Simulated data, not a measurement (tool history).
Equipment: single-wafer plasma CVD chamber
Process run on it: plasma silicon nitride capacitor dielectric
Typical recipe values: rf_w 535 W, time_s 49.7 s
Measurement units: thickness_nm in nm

run,hour,rf_w,time_s,wafers since the last listed run,hours since the last RF generator calibration,hours since the showerhead was replaced,hours since the gauge calibration,"read-back reference wafer on the same gauge, thickness_nm",thickness_nm
1,0.0,535,49.7,0,1538.2,5101.2,294.0,66.474,70.012
2,26.7,535,49.7,416,1564.9,5127.9,320.7,66.532,70.106
3,52.7,575,49.7,405,1590.9,5153.9,346.7,66.627,72.325
4,105.0,575,49.7,815,1643.2,5206.2,399.0,66.856,72.594
5,154.7,575,49.7,774,1692.9,5255.9,448.7,66.968,72.671
6,187.3,535,49.7,508,1725.5,5288.5,481.3,67.137,70.934
7,221.5,535,49.7,533,1759.7,5322.7,515.5,67.309,71.337
# hour 288.8: showerhead replaced
8,291.4,535,49.7,965,1829.6,2.6,585.4,67.535,71.059
9,320.1,535,49.7,447,1858.3,31.3,614.1,67.712,71.349
# hour 331.7: gauge calibrated
# hour 365.2: RF generator calibrated
10,375.6,535,46.8,740,10.4,86.8,43.9,66.437,66.088
11,444.5,495,43.0,1074,79.3,155.7,112.8,66.587,58.980
12,531.3,535,49.7,1353,166.1,242.5,199.6,66.673,70.529
13,563.3,625,57.6,498,198.1,274.5,231.6,66.770,86.899
14,601.5,470,46.7,595,236.3,312.7,269.8,66.858,62.435
15,653.7,625,54.5,813,288.5,364.9,322.0,66.874,82.550
16,682.0,535,49.7,441,316.8,393.2,350.3,67.075,70.493
17,708.3,535,49.7,410,343.1,419.5,376.6,67.060,70.742
18,755.2,535,49.7,731,390.0,466.4,423.5,67.215,71.252
19,815.1,475,56.2,933,449.9,526.3,483.4,67.482,76.061
20,879.8,565,44.8,1008,514.6,591.0,548.1,67.799,65.675
21,907.2,505,58.5,427,542.0,618.4,575.5,67.887,81.828

What if the next run were any one of these 5? Each begins from the tool's condition after run 21:
A,907.6,535,49.7,6,542.4,618.8,575.9,?,?
B,907.6,580,49.7,6,542.4,618.8,575.9,?,?
C,907.6,535,56.2,6,542.4,618.8,575.9,?,?
D,907.6,535,41.3,6,542.4,618.8,575.9,?,?
E,907.6,570,45.1,6,542.4,618.8,575.9,?,?

run,"read-back reference wafer on the same gauge, thickness_nm",thickness_nm
A,67.913,71.337
B,67.913,73.786
C,67.913,80.666
D,67.913,59.280
E,67.913,66.478
With the hidden condition removed and each run's random variation left untouched, the same runs would have given:
run,thickness_nm
A,69.633
B,72.023
C,78.739
D,57.864
E,64.890
